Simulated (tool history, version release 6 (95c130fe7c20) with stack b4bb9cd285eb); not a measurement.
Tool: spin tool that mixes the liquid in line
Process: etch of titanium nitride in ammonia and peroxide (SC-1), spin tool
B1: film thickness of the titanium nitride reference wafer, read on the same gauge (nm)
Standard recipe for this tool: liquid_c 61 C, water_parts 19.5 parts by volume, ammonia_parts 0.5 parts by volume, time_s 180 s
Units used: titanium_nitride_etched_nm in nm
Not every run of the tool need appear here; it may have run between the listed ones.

Run 1, hour 0: usual settings but time_s 245 s; B1 149.98. Result: titanium_nitride_etched_nm 19.38 nm.
Run 2, hour 33.1: usual settings but time_s 245 s; B1 150.01. Result: titanium_nitride_etched_nm 19.27 nm.
Run 3, hour 56.8: usual settings but time_s 245 s; B1 149.99. Result: titanium_nitride_etched_nm 19.78 nm.
Run 4, hour 84.1: usual settings but ammonia_parts 0.35 parts by volume; B1 149.99. Result: titanium_nitride_etched_nm 13.49 nm.
Run 5, hour 118: usual settings but ammonia_parts 0.35 parts by volume; B1 149.99. Result: titanium_nitride_etched_nm 13.3 nm.
Run 6, hour 137.7: usual settings but water_parts 16 parts by volume, ammonia_parts 0.35 parts by volume; B1 149.98. Result: titanium_nitride_etched_nm 15.09 nm.
At hour 169.7: new drum of ammonia solution connected.
Run 7, hour 170.7: usual settings; B1 150.02. Result: titanium_nitride_etched_nm 14.14 nm.
Run 8, hour 190.5: usual settings; B1 150. Result: titanium_nitride_etched_nm 14.21 nm.
At hour 197.5: heated supply line repaired.
Run 9, hour 223: usual settings; B1 150. Result: titanium_nitride_etched_nm 18.01 nm.
Run 10, hour 246.6: usual settings but time_s 150 s; B1 150.01. Result: titanium_nitride_etched_nm 14.98 nm.
Run 11, hour 261.4: usual settings but water_parts 16 parts by volume, ammonia_parts 0.35 parts by volume; B1 149.99. Result: titanium_nitride_etched_nm 18.89 nm.
At hour 274: thermometer replaced.
Run 12, hour 274.7: usual settings but ammonia_parts 0.3 parts by volume, time_s 230 s; B1 149.99. Result: titanium_nitride_etched_nm 21.11 nm.
Run 13, hour 296.1: usual settings but liquid_c 67.5 C, water_parts 25 parts by volume, time_s 70 s; B1 150.01. Result: titanium_nitride_etched_nm 9.26 nm.
At hour 305.1: ammonia flow meter replaced.
At hour 305.3: gauge calibrated.
Run 14, hour 326.4: usual settings but liquid_c 64 C; B1 149.96. Result: titanium_nitride_etched_nm 22.25 nm.
Run 15, hour 341.3: usual settings but liquid_c 56 C, ammonia_parts 0.25 parts by volume; B1 150.01. Result: titanium_nitride_etched_nm 11.22 nm.
Run 16, hour 376.7: usual settings but liquid_c 53 C, water_parts 15 parts by volume, time_s 140 s; B1 150.02. Result: titanium_nitride_etched_nm 9.63 nm.
Run 17, hour 406.7: usual settings but liquid_c 52.5 C, water_parts 23.5 parts by volume, ammonia_parts 0.4 parts by volume; B1 150.03. Result: titanium_nitride_etched_nm 8.73 nm.
Run 18, hour 427.2: usual settings but ammonia_parts 0.35 parts by volume; B1 150.03. Result: titanium_nitride_etched_nm 16.6 nm.
Run 19, hour 451.2: usual settings; B1 150. Result: titanium_nitride_etched_nm 17.81 nm.
Run 20, hour 481.6: usual settings but liquid_c 57 C, water_parts 24.5 parts by volume, ammonia_parts 0.6 parts by volume, time_s 260 s; B1 149.98. Result: titanium_nitride_etched_nm 18.03 nm.

Each row is a separate what-if for the run after 20, all from the same tool condition, not one after another. Results?
Run A, hour 482.1: usual settings but time_s 280 s; B1 ?. Result: titanium_nitride_etched_nm ?.
Run B, hour 482.1: usual settings but water_parts 16 parts by volume; B1 ?. Result: titanium_nitride_etched_nm ?.
Run C, hour 482.1: usual settings but liquid_c 54 C, ammonia_parts 0.65 parts by volume, time_s 100 s; B1 ?. Result: titanium_nitride_etched_nm ?.
Run D, hour 482.1: usual settings but time_s 240 s; B1 ?. Result: titanium_nitride_etched_nm ?.

run      B1  titanium_nitride_etched_nm
  A  150.01                       28.01
  B  150.01                       20.08
  C  150.01                        6.58
  D  150.01                          24
What these runs would have given with no unlogged condition in the tool:
run  titanium_nitride_etched_nm
  A                       28.69
  B                       20.58
  C                        6.75
  D                       24.59
